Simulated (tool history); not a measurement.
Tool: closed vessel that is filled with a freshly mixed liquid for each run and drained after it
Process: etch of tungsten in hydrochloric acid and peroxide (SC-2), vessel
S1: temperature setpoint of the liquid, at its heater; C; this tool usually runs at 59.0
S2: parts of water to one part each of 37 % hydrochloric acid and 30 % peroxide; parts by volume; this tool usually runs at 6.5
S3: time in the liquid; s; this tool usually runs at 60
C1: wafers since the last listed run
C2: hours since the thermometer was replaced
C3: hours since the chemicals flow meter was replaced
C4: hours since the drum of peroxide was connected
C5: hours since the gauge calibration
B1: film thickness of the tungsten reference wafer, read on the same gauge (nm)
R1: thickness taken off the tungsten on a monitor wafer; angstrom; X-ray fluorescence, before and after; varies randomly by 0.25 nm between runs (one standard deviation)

{"run": 1, "hour": 0.0, "S1": 59.0, "S2": 6.0, "S3": 60, "C1": 0, "C2": 2483.5, "C3": 211.4, "C4": 672.1, "C5": 342.1, "B1": 60.0, "R1": 335.8}
{"run": 2, "hour": 7.1, "S1": 59.0, "S2": 6.5, "S3": 60, "C1": 947, "C2": 2490.6, "C3": 218.5, "C4": 679.2, "C5": 349.2, "B1": 60.0, "R1": 314.6}
{"run": 3, "hour": 21.3, "S1": 59.0, "S2": 6.5, "S3": 60, "C1": 1895, "C2": 2504.8, "C3": 232.7, "C4": 693.4, "C5": 363.4, "B1": 59.97, "R1": 314.1}
{"run": 4, "hour": 30.8, "S1": 59.0, "S2": 7.5, "S3": 60, "C1": 1267, "C2": 2514.3, "C3": 242.2, "C4": 702.9, "C5": 372.9, "B1": 60.0, "R1": 275.0}
{"run": 5, "hour": 48.2, "S1": 59.0, "S2": 7.5, "S3": 60, "C1": 2322, "C2": 2531.7, "C3": 259.6, "C4": 720.3, "C5": 390.3, "B1": 60.01, "R1": 284.4}
{"run": 6, "hour": 60.7, "S1": 59.0, "S2": 6.5, "S3": 60, "C1": 1668, "C2": 2544.2, "C3": 272.1, "C4": 732.8, "C5": 402.8, "B1": 60.02, "R1": 313.0}
{"run": 7, "hour": 73.3, "S1": 59.0, "S2": 6.5, "S3": 60, "C1": 1681, "C2": 2556.8, "C3": 284.7, "C4": 745.4, "C5": 415.4, "B1": 60.0, "R1": 313.3}
{"hour": 86.5, "done": "thermometer replaced"}
{"run": 8, "hour": 105.8, "S1": 59.0, "S2": 6.5, "S3": 60, "C1": 4204, "C2": 19.3, "C3": 317.2, "C4": 777.9, "C5": 447.9, "B1": 60.02, "R1": 370.7}
{"run": 9, "hour": 113.7, "S1": 59.0, "S2": 6.5, "S3": 60, "C1": 1054, "C2": 27.2, "C3": 325.1, "C4": 785.8, "C5": 455.8, "B1": 60.01, "R1": 371.0}
{"run": 10, "hour": 130.7, "S1": 69.0, "S2": 6.5, "S3": 60, "C1": 2268, "C2": 44.2, "C3": 342.1, "C4": 802.8, "C5": 472.8, "B1": 60.01, "R1": 685.8}
{"run": 11, "hour": 147.7, "S1": 54.0, "S2": 5.0, "S3": 75, "C1": 2268, "C2": 61.2, "C3": 359.1, "C4": 819.8, "C5": 489.8, "B1": 60.04, "R1": 411.2}
{"run": 12, "hour": 165.1, "S1": 59.0, "S2": 6.5, "S3": 60, "C1": 2322, "C2": 78.6, "C3": 376.5, "C4": 837.2, "C5": 507.2, "B1": 60.0, "R1": 372.0}
{"run": 13, "hour": 181.1, "S1": 59.0, "S2": 6.5, "S3": 35, "C1": 2135, "C2": 94.6, "C3": 392.5, "C4": 853.2, "C5": 523.2, "B1": 60.01, "R1": 214.2}
{"hour": 188.9, "done": "chemicals flow meter replaced"}
{"run": 14, "hour": 196.7, "S1": 65.0, "S2": 6.5, "S3": 40, "C1": 1948, "C2": 110.2, "C3": 7.8, "C4": 868.8, "C5": 538.8, "B1": 59.99, "R1": 348.9}
{"hour": 209.9, "done": "new drum of peroxide connected"}
{"run": 15, "hour": 210.4, "S1": 59.0, "S2": 6.5, "S3": 60, "C1": 1695, "C2": 123.9, "C3": 21.5, "C4": 0.5, "C5": 552.5, "B1": 59.98, "R1": 358.9}
{"run": 16, "hour": 227.6, "S1": 59.0, "S2": 6.5, "S3": 60, "C1": 2295, "C2": 141.1, "C3": 38.7, "C4": 17.7, "C5": 569.7, "B1": 60.0, "R1": 359.4}
{"run": 17, "hour": 245.6, "S1": 64.0, "S2": 5.0, "S3": 60, "C1": 2402, "C2": 159.1, "C3": 56.7, "C4": 35.7, "C5": 587.7, "B1": 60.0, "R1": 595.5}
{"run": 18, "hour": 257.2, "S1": 59.0, "S2": 6.5, "S3": 60, "C1": 1548, "C2": 170.7, "C3": 68.3, "C4": 47.3, "C5": 599.3, "B1": 59.98, "R1": 363.4}
{"run": 19, "hour": 274.2, "S1": 59.0, "S2": 4.5, "S3": 45, "C1": 2268, "C2": 187.7, "C3": 85.3, "C4": 64.3, "C5": 616.3, "B1": 59.99, "R1": 346.7}
{"hour": 284.0, "done": "gauge calibrated"}
{"run": 20, "hour": 284.5, "S1": 49.0, "S2": 6.5, "S3": 40, "C1": 1374, "C2": 198.0, "C3": 95.6, "C4": 74.6, "C5": 0.5, "B1": 60.0, "R1": 125.2}
{"run": 21, "hour": 292.9, "S1": 59.0, "S2": 6.5, "S3": 60, "C1": 1121, "C2": 206.4, "C3": 104.0, "C4": 83.0, "C5": 8.9, "B1": 60.0, "R1": 361.5}
{"run": 22, "hour": 308.0, "S1": 64.0, "S2": 6.5, "S3": 60, "C1": 2015, "C2": 221.5, "C3": 119.1, "C4": 98.1, "C5": 24.0, "B1": 59.98, "R1": 496.3}
{"run": 23, "hour": 319.1, "S1": 59.0, "S2": 6.5, "S3": 60, "C1": 1481, "C2": 232.6, "C3": 130.2, "C4": 109.2, "C5": 35.1, "B1": 60.0, "R1": 363.8}
{"run": 24, "hour": 329.1, "S1": 59.0, "S2": 6.5, "S3": 60, "C1": 1334, "C2": 242.6, "C3": 140.2, "C4": 119.2, "C5": 45.1, "B1": 60.03, "R1": 361.4}
{"run": 25, "hour": 345.3, "S1": 59.0, "S2": 5.0, "S3": 60, "C1": 2162, "C2": 258.8, "C3": 156.4, "C4": 135.4, "C5": 61.3, "B1": 60.0, "R1": 436.8}
{"run": 26, "hour": 351.3, "S1": 50.0, "S2": 6.5, "S3": 60, "C1": 800, "C2": 264.8, "C3": 162.4, "C4": 141.4, "C5": 67.3, "B1": 60.0, "R1": 201.3}
{"run": 27, "hour": 366.1, "S1": 59.0, "S2": 6.5, "S3": 60, "C1": 1975, "C2": 279.6, "C3": 177.2, "C4": 156.2, "C5": 82.1, "B1": 59.99, "R1": 356.3}
{"run": 28, "hour": 383.5, "S1": 55.5, "S2": 6.5, "S3": 60, "C1": 2322, "C2": 297.0, "C3": 194.6, "C4": 173.6, "C5": 99.5, "B1": 60.01, "R1": 289.7}
{"run": 29, "hour": 391.3, "S1": 59.0, "S2": 6.5, "S3": 40, "C1": 1041, "C2": 304.8, "C3": 202.4, "C4": 181.4, "C5": 107.3, "B1": 60.0, "R1": 239.3}
{"run": 30, "hour": 404.0, "S1": 56.0, "S2": 4.0, "S3": 85, "C1": 1695, "C2": 317.5, "C3": 215.1, "C4": 194.1, "C5": 120.0, "B1": 59.97, "R1": 598.7}

Predict each of these 4 candidate next runs independently; none follows another, all start after run 30:
{"run": "A", "hour": 404.7, "S1": 59.0, "S2": 6.5, "S3": 60, "C1": 93, "C2": 318.2, "C3": 215.8, "C4": 194.8, "C5": 120.7, "B1": "?", "R1": "?"}
{"run": "B", "hour": 404.7, "S1": 64.5, "S2": 6.5, "S3": 60, "C1": 93, "C2": 318.2, "C3": 215.8, "C4": 194.8, "C5": 120.7, "B1": "?", "R1": "?"}
{"run": "C", "hour": 404.7, "S1": 61.5, "S2": 5.5, "S3": 80, "C1": 93, "C2": 318.2, "C3": 215.8, "C4": 194.8, "C5": 120.7, "B1": "?", "R1": "?"}
{"run": "D", "hour": 404.7, "S1": 66.0, "S2": 4.0, "S3": 35, "C1": 93, "C2": 318.2, "C3": 215.8, "C4": 194.8, "C5": 120.7, "B1": "?", "R1": "?"}

run=A B1=60.01 R1=360.7
run=B B1=60.01 R1=507.8
run=C B1=60.01 R1=637.0
run=D B1=60.01 R1=458.4
What these runs would have given with no unlogged condition in the tool:
run=A R1=359.4
run=B R1=505.7
run=C R1=635.2
run=D R1=457.8
